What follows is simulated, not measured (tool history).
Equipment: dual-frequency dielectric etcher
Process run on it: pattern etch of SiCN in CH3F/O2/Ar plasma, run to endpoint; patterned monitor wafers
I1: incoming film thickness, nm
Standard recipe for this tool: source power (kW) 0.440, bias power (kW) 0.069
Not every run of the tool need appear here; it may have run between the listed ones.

run 1 day=0.000 | source_power_(kW)=0.520 bias_power_(kW)=0.069 | I1=7.00 | endpoint_time_(s)=17.8
run 2 day=1.192 | source_power_(kW)=0.440 bias_power_(kW)=0.069 | I1=6.99 | endpoint_time_(s)=18.5
run 3 day=1.808 | source_power_(kW)=0.440 bias_power_(kW)=0.062 | I1=6.95 | endpoint_time_(s)=19.0
run 4 day=2.562 | source_power_(kW)=0.440 bias_power_(kW)=0.062 | I1=7.04 | endpoint_time_(s)=19.4
run 5 day=3.325 | source_power_(kW)=0.440 bias_power_(kW)=0.062 | I1=6.92 | endpoint_time_(s)=19.0
run 6 day=4.721 | source_power_(kW)=0.440 bias_power_(kW)=0.069 | I1=7.03 | endpoint_time_(s)=19.0
run 7 day=6.108 | source_power_(kW)=0.440 bias_power_(kW)=0.069 | I1=7.01 | endpoint_time_(s)=19.0
run 8 day=6.933 | source_power_(kW)=0.440 bias_power_(kW)=0.069 | I1=7.00 | endpoint_time_(s)=18.7
run 9 day=8.238 | source_power_(kW)=0.440 bias_power_(kW)=0.069 | I1=7.04 | endpoint_time_(s)=19.0
run 10 day=9.221 | source_power_(kW)=0.440 bias_power_(kW)=0.069 | I1=7.03 | endpoint_time_(s)=19.0
-- day=10.475 wet clean of the chamber
run 11 day=10.496 | source_power_(kW)=0.440 bias_power_(kW)=0.069 | I1=7.05 | endpoint_time_(s)=18.2
run 12 day=11.083 | source_power_(kW)=0.480 bias_power_(kW)=0.077 | I1=6.99 | endpoint_time_(s)=17.0
run 13 day=11.708 | source_power_(kW)=0.480 bias_power_(kW)=0.077 | I1=6.92 | endpoint_time_(s)=16.9
run 14 day=12.533 | source_power_(kW)=0.480 bias_power_(kW)=0.077 | I1=6.96 | endpoint_time_(s)=17.1
run 15 day=13.550 | source_power_(kW)=0.440 bias_power_(kW)=0.069 | I1=6.98 | endpoint_time_(s)=18.1
-- day=14.092 source power generator calibrated
run 16 day=14.679 | source_power_(kW)=0.500 bias_power_(kW)=0.069 | I1=7.05 | endpoint_time_(s)=17.8
-- day=15.771 upper electrode replaced
run 17 day=15.792 | source_power_(kW)=0.440 bias_power_(kW)=0.076 | I1=7.00 | endpoint_time_(s)=17.8
run 18 day=15.904 | source_power_(kW)=0.440 bias_power_(kW)=0.069 | I1=7.03 | endpoint_time_(s)=18.5
run 19 day=17.033 | source_power_(kW)=0.530 bias_power_(kW)=0.085 | I1=6.93 | endpoint_time_(s)=16.2
-- day=17.475 bias power generator calibrated
run 20 day=18.458 | source_power_(kW)=0.510 bias_power_(kW)=0.079 | I1=7.09 | endpoint_time_(s)=17.2
run 21 day=19.412 | source_power_(kW)=0.510 bias_power_(kW)=0.069 | I1=6.94 | endpoint_time_(s)=17.5
run 22 day=20.579 | source_power_(kW)=0.440 bias_power_(kW)=0.069 | I1=7.07 | endpoint_time_(s)=18.6
run 23 day=21.529 | source_power_(kW)=0.480 bias_power_(kW)=0.056 | I1=6.97 | endpoint_time_(s)=18.9
run 24 day=22.333 | source_power_(kW)=0.380 bias_power_(kW)=0.073 | I1=7.05 | endpoint_time_(s)=19.1
run 25 day=23.546 | source_power_(kW)=0.350 bias_power_(kW)=0.079 | I1=7.09 | endpoint_time_(s)=19.1
run 26 day=24.488 | source_power_(kW)=0.390 bias_power_(kW)=0.059 | I1=7.01 | endpoint_time_(s)=20.1
run 27 day=25.817 | source_power_(kW)=0.440 bias_power_(kW)=0.069 | I1=6.96 | endpoint_time_(s)=18.5
run 28 day=27.121 | source_power_(kW)=0.440 bias_power_(kW)=0.062 | I1=6.97 | endpoint_time_(s)=19.1

Forecast each of these 5 alternatives for the next run:
run A day=27.138 | source_power_(kW)=0.440 bias_power_(kW)=0.069 | I1=6.93 | endpoint_time_(s)=?
run B day=27.138 | source_power_(kW)=0.400 bias_power_(kW)=0.082 | I1=6.93 | endpoint_time_(s)=?
run C day=27.138 | source_power_(kW)=0.520 bias_power_(kW)=0.057 | I1=6.93 | endpoint_time_(s)=?
run D day=27.138 | source_power_(kW)=0.340 bias_power_(kW)=0.079 | I1=6.93 | endpoint_time_(s)=?
run E day=27.138 | source_power_(kW)=0.400 bias_power_(kW)=0.085 | I1=6.93 | endpoint_time_(s)=?

run=A endpoint_time_(s)=18.5
run=B endpoint_time_(s)=18.1
run=C endpoint_time_(s)=18.7
run=D endpoint_time_(s)=19.0
run=E endpoint_time_(s)=17.9
Had the tool no hidden state, the same runs would have come out as:
run=A endpoint_time_(s)=17.9
run=B endpoint_time_(s)=17.4
run=C endpoint_time_(s)=18.0
run=D endpoint_time_(s)=18.3
run=E endpoint_time_(s)=17.3
